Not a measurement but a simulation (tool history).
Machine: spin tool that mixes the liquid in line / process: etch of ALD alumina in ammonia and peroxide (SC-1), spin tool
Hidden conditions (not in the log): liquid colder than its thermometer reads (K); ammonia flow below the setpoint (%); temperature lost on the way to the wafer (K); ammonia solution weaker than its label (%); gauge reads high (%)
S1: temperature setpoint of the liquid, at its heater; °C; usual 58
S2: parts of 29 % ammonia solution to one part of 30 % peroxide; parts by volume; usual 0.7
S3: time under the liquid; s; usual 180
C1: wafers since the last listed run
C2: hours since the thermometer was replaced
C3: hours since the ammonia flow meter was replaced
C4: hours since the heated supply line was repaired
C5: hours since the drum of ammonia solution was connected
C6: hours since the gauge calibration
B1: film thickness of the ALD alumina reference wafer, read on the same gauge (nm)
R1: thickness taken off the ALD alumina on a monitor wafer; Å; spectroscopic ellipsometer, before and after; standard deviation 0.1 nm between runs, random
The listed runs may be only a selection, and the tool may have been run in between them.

{"run": 1, "hour": 0.0, "S1": 64, "S2": 0.7, "S3": 180, "C1": 0, "C2": 2503.6, "C3": 2113.3, "C4": 2489.6, "C5": 426, "C6": 416.6, "B1": 149.96, "R1": 211.5}
{"run": 2, "hour": 8.8, "S1": 58, "S2": 0.7, "S3": 180, "C1": 76, "C2": 2512.4, "C3": 2122.1, "C4": 2498.4, "C5": 434.8, "C6": 425.4, "B1": 149.99, "R1": 157.8}
{"run": 3, "hour": 22.8, "S1": 58, "S2": 0.7, "S3": 180, "C1": 121, "C2": 2526.4, "C3": 2136.1, "C4": 2512.4, "C5": 448.8, "C6": 439.4, "B1": 150.03, "R1": 157.1}
{"hour": 36.1, "done": "new drum of ammonia solution connected"}
{"run": 4, "hour": 39.0, "S1": 58, "S2": 0.7, "S3": 180, "C1": 132, "C2": 2542.6, "C3": 2152.3, "C4": 2528.6, "C5": 2.9, "C6": 455.6, "B1": 149.98, "R1": 157.7}
{"hour": 42.9, "done": "heated supply line repaired"}
{"hour": 49.0, "done": "gauge calibrated"}
{"run": 5, "hour": 52.5, "S1": 58, "S2": 0.7, "S3": 180, "C1": 108, "C2": 2556.1, "C3": 2165.8, "C4": 9.6, "C5": 16.4, "C6": 3.5, "B1": 150.02, "R1": 155.4}
{"run": 6, "hour": 60.9, "S1": 58, "S2": 0.7, "S3": 70, "C1": 73, "C2": 2564.5, "C3": 2174.2, "C4": 18, "C5": 24.8, "C6": 11.9, "B1": 150, "R1": 60.6}
{"run": 7, "hour": 74.2, "S1": 55.5, "S2": 0.8, "S3": 180, "C1": 115, "C2": 2577.8, "C3": 2187.5, "C4": 31.3, "C5": 38.1, "C6": 25.2, "B1": 150.01, "R1": 138.7}
{"hour": 75.7, "done": "ammonia flow meter replaced"}
{"run": 8, "hour": 91.5, "S1": 66.5, "S2": 0.35, "S3": 290, "C1": 141, "C2": 2595.1, "C3": 15.8, "C4": 48.6, "C5": 55.4, "C6": 42.5, "B1": 150.03, "R1": 367.7}
{"run": 9, "hour": 101.4, "S1": 58, "S2": 0.7, "S3": 180, "C1": 86, "C2": 2605, "C3": 25.7, "C4": 58.5, "C5": 65.3, "C6": 52.4, "B1": 150.04, "R1": 156.3}
{"run": 10, "hour": 114.6, "S1": 67, "S2": 0.7, "S3": 215, "C1": 114, "C2": 2618.2, "C3": 38.9, "C4": 71.7, "C5": 78.5, "C6": 65.6, "B1": 149.99, "R1": 294.5}
{"run": 11, "hour": 127.9, "S1": 62.5, "S2": 0.7, "S3": 180, "C1": 115, "C2": 2631.5, "C3": 52.2, "C4": 85, "C5": 91.8, "C6": 78.9, "B1": 150.05, "R1": 197.3}
{"run": 12, "hour": 140.4, "S1": 66, "S2": 0.7, "S3": 115, "C1": 108, "C2": 2644, "C3": 64.7, "C4": 97.5, "C5": 104.3, "C6": 91.4, "B1": 149.98, "R1": 151.5}
{"run": 13, "hour": 150.4, "S1": 52.5, "S2": 1, "S3": 225, "C1": 87, "C2": 2654, "C3": 74.7, "C4": 107.5, "C5": 114.3, "C6": 101.4, "B1": 150.01, "R1": 148.7}
{"run": 14, "hour": 161.6, "S1": 58, "S2": 0.7, "S3": 180, "C1": 97, "C2": 2665.2, "C3": 85.9, "C4": 118.7, "C5": 125.5, "C6": 112.6, "B1": 150, "R1": 155.3}
{"run": 15, "hour": 169.9, "S1": 50, "S2": 1.05, "S3": 265, "C1": 72, "C2": 2673.5, "C3": 94.2, "C4": 127, "C5": 133.8, "C6": 120.9, "B1": 150.02, "R1": 153.8}
{"run": 16, "hour": 183.4, "S1": 63, "S2": 0.55, "S3": 180, "C1": 117, "C2": 2687, "C3": 107.7, "C4": 140.5, "C5": 147.3, "C6": 134.4, "B1": 150.03, "R1": 197.1}
{"hour": 194.1, "done": "thermometer replaced"}
{"run": 17, "hour": 198.5, "S1": 55, "S2": 0.9, "S3": 110, "C1": 122, "C2": 4.4, "C3": 122.8, "C4": 155.6, "C5": 162.4, "C6": 149.5, "B1": 150, "R1": 94}
{"run": 18, "hour": 205.6, "S1": 49.5, "S2": 0.4, "S3": 180, "C1": 61, "C2": 11.5, "C3": 129.9, "C4": 162.7, "C5": 169.5, "C6": 156.6, "B1": 150, "R1": 104.9}
{"run": 19, "hour": 216.8, "S1": 52, "S2": 0.9, "S3": 80, "C1": 97, "C2": 22.7, "C3": 141.1, "C4": 173.9, "C5": 180.7, "C6": 167.8, "B1": 149.99, "R1": 58.4}
{"run": 20, "hour": 227.0, "S1": 55.5, "S2": 0.55, "S3": 80, "C1": 88, "C2": 32.9, "C3": 151.3, "C4": 184.1, "C5": 190.9, "C6": 178, "B1": 149.97, "R1": 67.4}
{"run": 21, "hour": 239.5, "S1": 51.5, "S2": 0.7, "S3": 180, "C1": 108, "C2": 45.4, "C3": 163.8, "C4": 196.6, "C5": 203.4, "C6": 190.5, "B1": 150.01, "R1": 124.5}
{"run": 22, "hour": 251.6, "S1": 51.5, "S2": 1, "S3": 255, "C1": 105, "C2": 57.5, "C3": 175.9, "C4": 208.7, "C5": 215.5, "C6": 202.6, "B1": 149.95, "R1": 179.8}
{"run": 23, "hour": 284.5, "S1": 58, "S2": 0.55, "S3": 180, "C1": 286, "C2": 90.4, "C3": 208.8, "C4": 241.6, "C5": 248.4, "C6": 235.5, "B1": 150.02, "R1": 173}
{"run": 24, "hour": 301.5, "S1": 58, "S2": 0.7, "S3": 180, "C1": 148, "C2": 107.4, "C3": 225.8, "C4": 258.6, "C5": 265.4, "C6": 252.5, "B1": 150.03, "R1": 174.9}
{"run": 25, "hour": 330.6, "S1": 54, "S2": 0.85, "S3": 250, "C1": 253, "C2": 136.5, "C3": 254.9, "C4": 287.7, "C5": 294.5, "C6": 281.6, "B1": 150, "R1": 199.6}

Here are 4 independent what-if runs from the current tool condition. What would each one return?
{"run": "A", "hour": 331.1, "S1": 58, "S2": 0.7, "S3": 180, "C1": 4, "C2": 137, "C3": 255.4, "C4": 288.2, "C5": 295, "C6": 282.1, "B1": "?", "R1": "?"}
{"run": "B", "hour": 331.1, "S1": 62, "S2": 0.5, "S3": 180, "C1": 4, "C2": 137, "C3": 255.4, "C4": 288.2, "C5": 295, "C6": 282.1, "B1": "?", "R1": "?"}
{"run": "C", "hour": 331.1, "S1": 61, "S2": 0.9, "S3": 180, "C1": 4, "C2": 137, "C3": 255.4, "C4": 288.2, "C5": 295, "C6": 282.1, "B1": "?", "R1": "?"}
{"run": "D", "hour": 331.1, "S1": 60.5, "S2": 0.4, "S3": 90, "C1": 4, "C2": 137, "C3": 255.4, "C4": 288.2, "C5": 295, "C6": 282.1, "B1": "?", "R1": "?"}

run=A B1=149.95 R1=175.6
run=B B1=149.95 R1=209
run=C B1=149.95 R1=210
run=D B1=149.95 R1=94.8
With no hidden state in the tool, these same runs would have given:
run=A R1=178
run=B R1=211.8
run=C R1=212.8
run=D R1=96

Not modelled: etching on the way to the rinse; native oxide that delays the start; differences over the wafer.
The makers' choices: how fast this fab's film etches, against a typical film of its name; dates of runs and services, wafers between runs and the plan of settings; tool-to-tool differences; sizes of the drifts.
